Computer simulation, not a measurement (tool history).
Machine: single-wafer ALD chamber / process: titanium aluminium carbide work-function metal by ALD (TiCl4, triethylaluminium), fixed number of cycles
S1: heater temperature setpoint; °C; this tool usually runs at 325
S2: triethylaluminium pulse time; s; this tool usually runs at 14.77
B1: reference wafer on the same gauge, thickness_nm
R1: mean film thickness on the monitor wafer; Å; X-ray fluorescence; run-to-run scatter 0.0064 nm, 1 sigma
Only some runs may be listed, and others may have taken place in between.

Run 1, hour 0: usual settings; B1 2.15. Result: R1 24.61 Å.
At hour 22.1: showerhead replaced.
Run 2, hour 22.6: usual settings; B1 2.152. Result: R1 24.65 Å.
Run 3, hour 23.6: usual settings; B1 2.148. Result: R1 24.56 Å.
Run 4, hour 30.3: usual settings; B1 2.15. Result: R1 24.59 Å.
Run 5, hour 47.8: usual settings but S2 12.77 s; B1 2.149. Result: R1 24.01 Å.
Run 6, hour 62.2: usual settings but S2 18.86 s; B1 2.151. Result: R1 25.18 Å.
Run 7, hour 77.4: usual settings; B1 2.149. Result: R1 24.59 Å.
At hour 84.5: gauge calibrated.
At hour 93.4: triethylaluminium bottle replaced.
Run 8, hour 93.9: usual settings; B1 2.152. Result: R1 25.41 Å.
Run 9, hour 100.9: usual settings; B1 2.146. Result: R1 25.41 Å.
Run 10, hour 118: usual settings but S1 321 °C, S2 20.65 s; B1 2.15. Result: R1 25.17 Å.
Run 11, hour 134.2: usual settings but S1 335 °C, S2 9.19 s; B1 2.151. Result: R1 25.08 Å.
Run 12, hour 146.6: usual settings but S1 317 °C; B1 2.15. Result: R1 24.47 Å.
Run 13, hour 158.2: usual settings but S1 330 °C; B1 2.152. Result: R1 25.98 Å.
Run 14, hour 173.6: usual settings; B1 2.15. Result: R1 25.4 Å.
Run 15, hour 182.5: usual settings but S2 17.7 s; B1 2.15. Result: R1 25.49 Å.
Run 16, hour 196.8: usual settings but S1 316 °C, S2 20.54 s; B1 2.151. Result: R1 24.57 Å.
Run 17, hour 212.4: usual settings but S2 18.87 s; B1 2.151. Result: R1 25.65 Å.
Run 18, hour 222.2: usual settings; B1 2.152. Result: R1 25.35 Å.
Run 19, hour 238.2: usual settings but S1 340 °C; B1 2.151. Result: R1 27.06 Å.
Run 20, hour 254.2: usual settings but S1 313 °C, S2 17.24 s; B1 2.149. Result: R1 24.11 Å.
At hour 264.1: thermocouple changed; heater temperature recalibrated.
Run 21, hour 268: usual settings but S2 13.19 s; B1 2.151. Result: R1 25.19 Å.
Run 22, hour 274.3: usual settings; B1 2.148. Result: R1 25.49 Å.
Run 23, hour 288.1: usual settings; B1 2.148. Result: R1 25.38 Å.
Run 24, hour 305: usual settings but S1 314 °C; B1 2.148. Result: R1 24.04 Å.
Run 25, hour 321.3: usual settings; B1 2.151. Result: R1 25.26 Å.
Run 26, hour 334.4: usual settings but S1 329 °C, S2 10.61 s; B1 2.148. Result: R1 24.95 Å.
Run 27, hour 341.2: usual settings but S1 316 °C; B1 2.151. Result: R1 24.28 Å.
Run 28, hour 347.5: usual settings; B1 2.149. Result: R1 25.39 Å.
Run 29, hour 363.4: usual settings; B1 2.148. Result: R1 25.37 Å.
Run 30, hour 390.2: usual settings but S1 339 °C; B1 2.152. Result: R1 26.97 Å.
Run 31, hour 407.5: usual settings but S1 338 °C, S2 8.97 s; B1 2.149. Result: R1 24.87 Å.
Run 32, hour 424.7: usual settings; B1 2.149. Result: R1 25.31 Å.

5 ways to go on from here, each from the tool as it stands after run 32. What would each give?
Run A, hour 425.1: usual settings but S1 333 °C; B1 ?. Result: R1 ?.
Run B, hour 425.1: usual settings but S1 321 °C; B1 ?. Result: R1 ?.
Run C, hour 425.1: usual settings but S1 318 °C, S2 10.1 s; B1 ?. Result: R1 ?.
Run D, hour 425.1: usual settings but S1 316 °C, S2 19.24 s; B1 ?. Result: R1 ?.
Run E, hour 425.1: usual settings but S1 318 °C, S2 9.83 s; B1 ?. Result: R1 ?.

run    B1     R1
  A  2.15  26.27
  B  2.15  24.88
  C  2.15  23.41
  D  2.15  24.54
  E  2.15  23.27
Without the tool's unlogged condition, the same runs would have read:
run     R1
  A  26.42
  B  25.03
  C   23.9
  D  24.58
  E   23.8

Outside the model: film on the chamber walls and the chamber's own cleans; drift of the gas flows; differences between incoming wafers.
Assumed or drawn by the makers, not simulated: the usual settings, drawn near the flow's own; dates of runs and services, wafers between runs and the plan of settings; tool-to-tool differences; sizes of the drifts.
